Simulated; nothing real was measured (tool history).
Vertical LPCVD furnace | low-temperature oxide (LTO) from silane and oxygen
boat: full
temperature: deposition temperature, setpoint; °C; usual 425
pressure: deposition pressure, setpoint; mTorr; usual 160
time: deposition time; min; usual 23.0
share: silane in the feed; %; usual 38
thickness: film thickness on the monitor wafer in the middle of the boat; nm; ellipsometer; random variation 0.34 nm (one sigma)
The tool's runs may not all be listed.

run   hour  temperature  pressure  time  share  wafers since the last listed run  hours since the last temperature calibration  hours since the pressure gauge was zeroed  hours since the silane flow controller was replaced  hours since the gauge calibration  read-back reference wafer on the same gauge, thickness  thickness
  1    0.0          425       160  23.0     38                                 0                                        2676.0                                     2848.9                                               4993.7                              484.2                                                  234.17     188.38
  2   11.7          425       160  23.0     38                               146                                        2687.7                                     2860.6                                               5005.4                              495.9                                                  234.13     187.83
  3   22.1          425       160  23.0     38                               130                                        2698.1                                     2871.0                                               5015.8                              506.3                                                  233.84     187.86
  4   37.5          425       160  23.0     38                               192                                        2713.5                                     2886.4                                               5031.2                              521.7                                                  234.06     188.21
      68.9  -- silane flow controller replaced
  5   69.4          425       160  23.0     38                                98                                        2745.4                                     2918.3                                                  0.5                              553.6                                                  233.91     188.65
      84.5  -- gauge calibrated
  6  100.5          425       160  23.0     34                               389                                        2776.5                                     2949.4                                                 31.6                               16.0                                                  233.83     163.44
  7  112.5          425       160  23.0     34                               150                                        2788.5                                     2961.4                                                 43.6                               28.0                                                  233.97     163.44
  8  121.7          425       160  23.0     34                               115                                        2797.7                                     2970.6                                                 52.8                               37.2                                                  233.84     163.43
  9  131.8          425       160  20.5     38                               126                                        2807.8                                     2980.7                                                 62.9                               47.3                                                  234.13     166.75
 10  141.1          435       160  23.0     35                               116                                        2817.1                                     2990.0                                                 72.2                               56.6                                                  233.85     187.46
 11  147.2          425       160  23.0     38                                76                                        2823.2                                     2996.1                                                 78.3                               62.7                                                  234.00     187.73
 12  157.6          435       160  23.0     35                               130                                        2833.6                                     3006.5                                                 88.7                               73.1                                                  233.88     187.33
     182.4  -- thermocouples replaced and temperature profile calibrated
     182.8  -- pressure gauge zeroed
 13  183.3          425       195  19.0     43                                16                                           0.9                                        0.5                                                114.4                               98.8                                                  234.00     226.21
 14  187.5          425       125  27.0     38                                52                                           5.1                                        4.7                                                118.6                              103.0                                                  233.94     180.03
 15  191.6          425       140  23.0     38                                51                                           9.2                                        8.8                                                122.7                              107.1                                                  234.01     171.67
 16  197.2          425       160  23.0     38                                70                                          14.8                                       14.4                                                128.3                              112.7                                                  234.02     196.29
 17  204.8          433       160  14.5     33                                95                                          22.4                                       22.0                                                135.9                              120.3                                                  234.04     112.93
 18  211.9          417       160  23.0     43                                88                                          29.5                                       29.1                                                143.0                              127.4                                                  233.96     207.69

Run 19 comes next. What will it give?
 19  226.8          425       160  23.0     32                               186                                          44.4                                       44.0                                                157.9                              142.3                                                       ?          ?

read-back reference wafer on the same gauge, thickness: 234.00
thickness: 158.20 nm
Without the tool's hidden state the same run would have given thickness 158.46 nm.

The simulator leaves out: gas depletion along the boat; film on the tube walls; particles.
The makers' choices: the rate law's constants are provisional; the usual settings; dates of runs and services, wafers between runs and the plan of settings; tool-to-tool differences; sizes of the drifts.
